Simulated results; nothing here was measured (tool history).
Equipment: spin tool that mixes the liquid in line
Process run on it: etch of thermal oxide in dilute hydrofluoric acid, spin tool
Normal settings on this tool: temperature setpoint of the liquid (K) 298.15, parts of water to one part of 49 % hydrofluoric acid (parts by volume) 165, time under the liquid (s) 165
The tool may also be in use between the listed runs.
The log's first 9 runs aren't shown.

| run | hour | temperature setpoint of the liquid (K) | parts of water to one part of 49 % hydrofluoric acid (parts by volume) | time under the liquid (s) | wafers since the last listed run | hours since the thermometer was replaced | hours since the hydrofluoric acid flow meter was replaced | hours since the gauge calibration | read-back film thickness of the thermal oxide reference wafer, read on the same gauge (nm) | thickness taken off the thermal oxide on a monitor wafer (Å) |
|---|---|---|---|---|---|---|---|---|---|---|
| 10 | 638 | 298.15 | 145 | 165 | 203 | 1025.4 | 860.4 | 1682 | 80.02 | 53.93 |
| 11 | 705.8 | 298.15 | 165 | 205 | 370 | 1093.2 | 928.2 | 1749.8 | 79.995 | 55.93 |
| 12 | 755.1 | 298.15 | 165 | 205 | 269 | 1142.5 | 977.5 | 1799.1 | 79.992 | 56.49 |
| 13 | 830.7 | 298.15 | 165 | 165 | 412 | 1218.1 | 1053.1 | 1874.7 | 80.018 | 45.77 |
| 14 | 938.7 | 298.15 | 115 | 165 | 589 | 1326.1 | 1161.1 | 1982.7 | 80 | 69.55 |
|  | 941.2 | gauge calibrated |
| 15 | 1050.5 | 298.15 | 165 | 165 | 610 | 1437.9 | 1272.9 | 109.3 | 80.056 | 45.57 |
| 16 | 1131.4 | 298.15 | 165 | 210 | 441 | 1518.8 | 1353.8 | 190.2 | 79.965 | 58 |
|  | 1160.2 | thermometer replaced |
| 17 | 1212.1 | 302.15 | 195 | 130 | 435 | 51.9 | 1434.5 | 270.9 | 79.99 | 34.37 |
| 18 | 1288.4 | 296.65 | 220 | 265 | 416 | 128.2 | 1510.8 | 347.2 | 80.031 | 49.64 |
| 19 | 1327.6 | 293.65 | 165 | 135 | 214 | 167.4 | 1550 | 386.4 | 79.997 | 31.41 |
| 20 | 1373.7 | 298.15 | 165 | 165 | 251 | 213.5 | 1596.1 | 432.5 | 80.023 | 45.85 |
|  | 1442.9 | hydrofluoric acid flow meter replaced |
| 21 | 1453.4 | 298.15 | 165 | 165 | 429 | 293.2 | 10.5 | 512.2 | 80.009 | 46.51 |
| 22 | 1510.6 | 302.15 | 195 | 130 | 312 | 350.4 | 67.7 | 569.4 | 79.956 | 33.99 |
| 23 | 1606.9 | 298.15 | 100 | 165 | 526 | 446.7 | 164 | 665.7 | 79.995 | 82.65 |
| 24 | 1675.8 | 303.15 | 165 | 110 | 376 | 515.6 | 232.9 | 734.6 | 79.947 | 36.57 |
| 25 | 1759.2 | 298.15 | 165 | 165 | 455 | 599 | 316.3 | 818 | 80.045 | 45.63 |
| 26 | 1810.3 | 298.15 | 100 | 165 | 279 | 650.1 | 367.4 | 869.1 | 80.041 | 81.73 |
| 27 | 1908 | 298.15 | 165 | 165 | 533 | 747.8 | 465.1 | 966.8 | 80.063 | 45.21 |
| 28 | 2005.4 | 298.15 | 135 | 165 | 532 | 845.2 | 562.5 | 1064.2 | 79.979 | 59.04 |
| 29 | 2056.9 | 302.15 | 195 | 190 | 281 | 896.7 | 614 | 1115.7 | 80.026 | 50.14 |
| 30 | 2186.1 | 298.15 | 190 | 165 | 705 | 1025.9 | 743.2 | 1244.9 | 79.994 | 38.68 |
| 31 | 2230.2 | 301.15 | 165 | 165 | 240 | 1070 | 787.3 | 1289 | 80.018 | 50.3 |

Branching from run 31: 4 alternative next runs. What would each branch give?
| A | 2230.7 | 298.15 | 165 | 165 | 2 | 1070.5 | 787.8 | 1289.5 | ? | ? |
| B | 2230.7 | 298.15 | 205 | 125 | 2 | 1070.5 | 787.8 | 1289.5 | ? | ? |
| C | 2230.7 | 294.15 | 190 | 165 | 2 | 1070.5 | 787.8 | 1289.5 | ? | ? |
| D | 2230.7 | 298.15 | 165 | 105 | 2 | 1070.5 | 787.8 | 1289.5 | ? | ? |

| run | read-back film thickness of the thermal oxide reference wafer, read on the same gauge (nm) | thickness taken off the thermal oxide on a monitor wafer (Å) |
|---|---|---|
| A | 79.976 | 45.73 |
| B | 79.976 | 26.66 |
| C | 79.976 | 33.22 |
| D | 79.976 | 29.1 |
With the hidden condition removed and each run's random variation left untouched, the same runs would have given:
| run | thickness taken off the thermal oxide on a monitor wafer (Å) |
|---|---|
| A | 45.73 |
| B | 26.66 |
| C | 33.22 |
| D | 29.1 |
